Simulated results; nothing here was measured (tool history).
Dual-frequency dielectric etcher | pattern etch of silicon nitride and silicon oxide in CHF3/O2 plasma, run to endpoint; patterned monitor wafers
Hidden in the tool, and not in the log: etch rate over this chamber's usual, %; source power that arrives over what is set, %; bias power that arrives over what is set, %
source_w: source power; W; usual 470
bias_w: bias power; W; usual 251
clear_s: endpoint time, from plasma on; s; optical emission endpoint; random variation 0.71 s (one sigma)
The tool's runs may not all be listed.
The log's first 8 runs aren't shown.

run,hour,source_w,bias_w,wafers since the last listed run,hours since the last wet clean,hours since the last source power generator calibration,hours since the last bias power generator calibration,hours since the last upper electrode change,"incoming incoming film thickness, nm",clear_s
9,99.5,400,251,4,6.9,4922.9,33.8,1.7,308,220.7
10,106.4,470,268,41,13.8,4929.8,40.7,8.6,306.4,201
11,113.4,470,268,42,20.8,4936.8,47.7,15.6,308.7,203
# hour 122.7: source power generator calibrated
12,144,470,268,161,51.4,21.3,78.3,46.2,307.3,200.8
13,157,470,251,78,64.4,34.3,91.3,59.2,311.1,209
14,166.3,530,226,56,73.7,43.6,100.6,68.5,310.1,209.7
15,183.9,370,293,106,91.3,61.2,118.2,86.1,308.8,210.1
16,192.8,380,282,53,100.2,70.1,127.1,95,308.6,210.8
17,220.9,550,313,170,128.3,98.2,155.2,123.1,307.1,174.6
18,233.2,470,251,74,140.6,110.5,167.5,135.4,311.4,208
19,245.3,470,251,73,152.7,122.6,179.6,147.5,308.5,207.2
20,263.1,530,267,107,170.5,140.4,197.4,165.3,309.2,190.9
21,274.8,470,251,70,182.2,152.1,209.1,177,309.9,206.6

The next listed run, before its measurement:
22,291.7,470,251,102,199.1,169,226,193.9,307.4,?

clear_s: 204.9 s
Without the tool's hidden state the same run would have given clear_s 208 s.
